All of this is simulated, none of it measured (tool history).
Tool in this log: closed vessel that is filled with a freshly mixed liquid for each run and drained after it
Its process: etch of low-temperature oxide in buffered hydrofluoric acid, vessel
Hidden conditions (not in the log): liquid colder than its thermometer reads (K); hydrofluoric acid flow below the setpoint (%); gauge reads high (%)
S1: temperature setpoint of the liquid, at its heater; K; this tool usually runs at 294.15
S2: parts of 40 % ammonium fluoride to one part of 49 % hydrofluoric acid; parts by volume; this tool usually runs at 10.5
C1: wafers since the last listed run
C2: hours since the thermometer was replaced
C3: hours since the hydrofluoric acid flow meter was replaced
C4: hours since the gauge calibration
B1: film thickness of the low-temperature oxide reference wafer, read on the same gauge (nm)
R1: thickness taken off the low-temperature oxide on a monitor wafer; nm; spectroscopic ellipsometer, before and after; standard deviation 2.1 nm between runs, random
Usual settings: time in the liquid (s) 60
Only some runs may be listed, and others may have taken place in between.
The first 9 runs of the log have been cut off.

run 10 hour=410.0 | S1=297.65 S2=8.0 time_in_the_liquid_(s)=60 | C1=8299 C2=322.3 C3=1640.5 C4=1179.7 | B1=59.98 | R1=334.52
run 11 hour=528.5 | S1=297.65 S2=8.0 time_in_the_liquid_(s)=60 | C1=15295 C2=440.8 C3=1759.0 C4=1298.2 | B1=59.99 | R1=338.47
run 12 hour=610.9 | S1=297.65 S2=8.0 time_in_the_liquid_(s)=60 | C1=10636 C2=523.2 C3=1841.4 C4=1380.6 | B1=59.99 | R1=331.76
run 13 hour=685.4 | S1=294.15 S2=13.5 time_in_the_liquid_(s)=45 | C1=9616 C2=597.7 C3=1915.9 C4=1455.1 | B1=59.99 | R1=125.33
run 14 hour=754.7 | S1=294.15 S2=10.5 time_in_the_liquid_(s)=85 | C1=8945 C2=667.0 C3=1985.2 C4=1524.4 | B1=60.01 | R1=301.74
run 15 hour=817.5 | S1=294.15 S2=12.5 time_in_the_liquid_(s)=60 | C1=8106 C2=729.8 C3=2048.0 C4=1587.2 | B1=60.00 | R1=183.65
-- hour=952.4 hydrofluoric acid flow meter replaced
run 16 hour=1021.2 | S1=298.65 S2=10.5 time_in_the_liquid_(s)=35 | C1=26164 C2=933.5 C3=68.8 C4=1790.9 | B1=60.01 | R1=171.69
run 17 hour=1068.6 | S1=296.15 S2=10.5 time_in_the_liquid_(s)=75 | C1=6118 C2=980.9 C3=116.2 C4=1838.3 | B1=59.99 | R1=314.56
run 18 hour=1153.2 | S1=294.15 S2=9.0 time_in_the_liquid_(s)=60 | C1=10920 C2=1065.5 C3=200.8 C4=1922.9 | B1=59.98 | R1=255.45
run 19 hour=1205.5 | S1=296.65 S2=8.5 time_in_the_liquid_(s)=60 | C1=6750 C2=1117.8 C3=253.1 C4=1975.2 | B1=60.00 | R1=308.19
-- hour=1246.3 thermometer replaced
run 20 hour=1266.3 | S1=296.15 S2=7.5 time_in_the_liquid_(s)=50 | C1=7718 C2=20.0 C3=313.9 C4=2036.0 | B1=60.00 | R1=291.44
run 21 hour=1326.7 | S1=294.15 S2=10.5 time_in_the_liquid_(s)=85 | C1=7796 C2=80.4 C3=374.3 C4=2096.4 | B1=59.97 | R1=322.97

Run 22 is up next; what results do you expect?
run 22 hour=1362.5 | S1=297.65 S2=12.5 time_in_the_liquid_(s)=35 | C1=4621 C2=116.2 C3=410.1 C4=2132.2 | B1=? | R1=?

{"run 22": {"B1": 60.0, "R1": 136.26}}
With no hidden state in the tool, this same run would have given R1 138.63 nm.
